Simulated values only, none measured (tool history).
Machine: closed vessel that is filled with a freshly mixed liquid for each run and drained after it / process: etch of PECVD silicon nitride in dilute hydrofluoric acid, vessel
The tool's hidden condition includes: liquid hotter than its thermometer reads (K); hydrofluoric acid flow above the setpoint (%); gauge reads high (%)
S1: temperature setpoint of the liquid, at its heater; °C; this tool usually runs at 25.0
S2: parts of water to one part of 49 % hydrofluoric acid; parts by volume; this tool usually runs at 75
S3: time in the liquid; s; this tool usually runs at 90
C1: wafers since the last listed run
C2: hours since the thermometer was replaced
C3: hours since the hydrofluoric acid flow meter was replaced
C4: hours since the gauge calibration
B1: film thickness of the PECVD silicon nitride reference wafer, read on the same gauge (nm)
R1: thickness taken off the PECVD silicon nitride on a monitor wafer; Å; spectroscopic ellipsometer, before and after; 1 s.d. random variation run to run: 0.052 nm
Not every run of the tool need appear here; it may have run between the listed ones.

run    day    S1   S2  S3    C1      C2      C3     C4      B1     R1
  1  0.000  25.0   75  90     0  1159.1  1255.3  167.6  70.000  60.92
  2  0.654  25.0   75  90  1820  1174.8  1271.0  183.3  69.993  61.61
  3  0.958  25.0   75  90   846  1182.1  1278.3  190.6  69.988  62.22
  4  1.638  25.0   75  90  1889  1198.4  1294.6  206.9  69.999  62.48
  5  2.088  25.0   75  90  1252  1209.2  1305.4  217.7  69.994  62.01
  6  2.633  25.0   75  90  1518  1222.3  1318.5  230.8  70.019  62.26
  7  3.117  25.0   75  90  1344  1233.9  1330.1  242.4  69.984  61.52
  8  3.804  25.0   50  90  1913  1250.4  1346.6  258.9  70.009  92.51
  9  4.488  25.0   50  90  1901  1266.8  1363.0  275.3  70.003  92.95
 10  5.162  25.0   75  90  1878  1283.0  1379.2  291.5  69.997  62.05
 11  5.821  25.0   75  90  1831  1298.8  1395.0  307.3  70.004  62.78
 12  6.275  22.5   75  75  1263  1309.7  1405.9  318.2  70.003  43.59
 13  6.854  25.0   75  70  1611  1323.6  1419.8  332.1  69.980  48.23
 14  7.467  25.0   75  70  1704  1338.3  1434.5  346.8  69.998  48.40
 15  7.742  25.0   75  90   765  1344.9  1441.1  353.4  69.982  62.79
 16  8.133  25.0   35  65  1089  1354.3  1450.5  362.8  70.007  94.87
 17  8.408  25.0   75  90   765  1360.9  1457.1  369.4  70.022  63.07
 18  9.054  25.0   50  90  1797  1376.4  1472.6  384.9  70.030  94.03
 19  9.588  27.0  115  45  1484  1389.2  1485.4  397.7  70.038  23.70

Predict the results of run 20:
     10.071  -- hydrofluoric acid flow meter replaced
 20  10.300  25.0  75  90  1866  1406.3  5.5  414.8   ?   ?

B1: 69.971
R1: 56.00 Å
Were there no unlogged condition in the tool, this run, its random variation unchanged, would have produced R1 55.72 Å.
